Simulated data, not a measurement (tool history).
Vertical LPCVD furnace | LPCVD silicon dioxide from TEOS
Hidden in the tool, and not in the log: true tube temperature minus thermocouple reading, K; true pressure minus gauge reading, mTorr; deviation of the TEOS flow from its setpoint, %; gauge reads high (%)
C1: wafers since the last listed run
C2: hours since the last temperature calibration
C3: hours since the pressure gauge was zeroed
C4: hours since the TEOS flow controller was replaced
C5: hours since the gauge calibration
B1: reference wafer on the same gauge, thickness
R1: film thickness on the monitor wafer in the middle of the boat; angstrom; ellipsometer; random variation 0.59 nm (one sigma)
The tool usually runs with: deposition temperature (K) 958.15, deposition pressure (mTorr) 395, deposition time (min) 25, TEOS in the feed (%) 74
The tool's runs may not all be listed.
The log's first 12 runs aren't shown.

Run 13, hour 1221.4: usual settings but TEOS in the feed (%) 71; C1 1918; C2 3617.5; C3 4219.8; C4 6606.5; C5 339.6; B1 145.72. Result: R1 1454.6 angstrom.
At hour 1265.9: TEOS flow controller replaced.
Run 14, hour 1322.8: usual settings but TEOS in the feed (%) 71; C1 1504; C2 3718.9; C3 4321.2; C4 56.9; C5 441; B1 146.39. Result: R1 1448.3 angstrom.
Run 15, hour 1425.2: usual settings but deposition pressure (mTorr) 360, TEOS in the feed (%) 70; C1 1990; C2 3821.3; C3 4423.6; C4 159.3; C5 543.4; B1 146.22. Result: R1 1379.2 angstrom.
Run 16, hour 1519.3: usual settings; C1 1828; C2 3915.4; C3 4517.7; C4 253.4; C5 637.5; B1 146.18. Result: R1 1506.2 angstrom.
Run 17, hour 1578.2: usual settings but deposition pressure (mTorr) 320, deposition time (min) 31; C1 1144; C2 3974.3; C3 4576.6; C4 312.3; C5 696.4; B1 145.73. Result: R1 1671.5 angstrom.
Run 18, hour 1664.4: usual settings but deposition pressure (mTorr) 350; C1 1675; C2 4060.5; C3 4662.8; C4 398.5; C5 782.6; B1 146.05. Result: R1 1407.9 angstrom.
Run 19, hour 1761.5: usual settings but deposition temperature (K) 964.15, deposition time (min) 31; C1 1887; C2 4157.6; C3 4759.9; C4 495.6; C5 879.7; B1 145.93. Result: R1 2138.5 angstrom.
At hour 1807.7: pressure gauge zeroed.
Run 20, hour 1863.9: usual settings; C1 1523; C2 4260; C3 56.2; C4 598; C5 982.1; B1 145.9. Result: R1 1496.1 angstrom.

For run 21, what comes out?
Run 21, hour 1907.6: usual settings but deposition temperature (K) 963.15, TEOS in the feed (%) 82; C1 849; C2 4303.7; C3 99.9; C4 641.7; C5 1025.8; B1 ?. Result: R1 ?.

{"run 21": {"B1": 146.06, "R1": 1774.8}}
Take away the tool's hidden state, keep the run-to-run variation as it was, and the same run would have given R1 1724.9 angstrom.
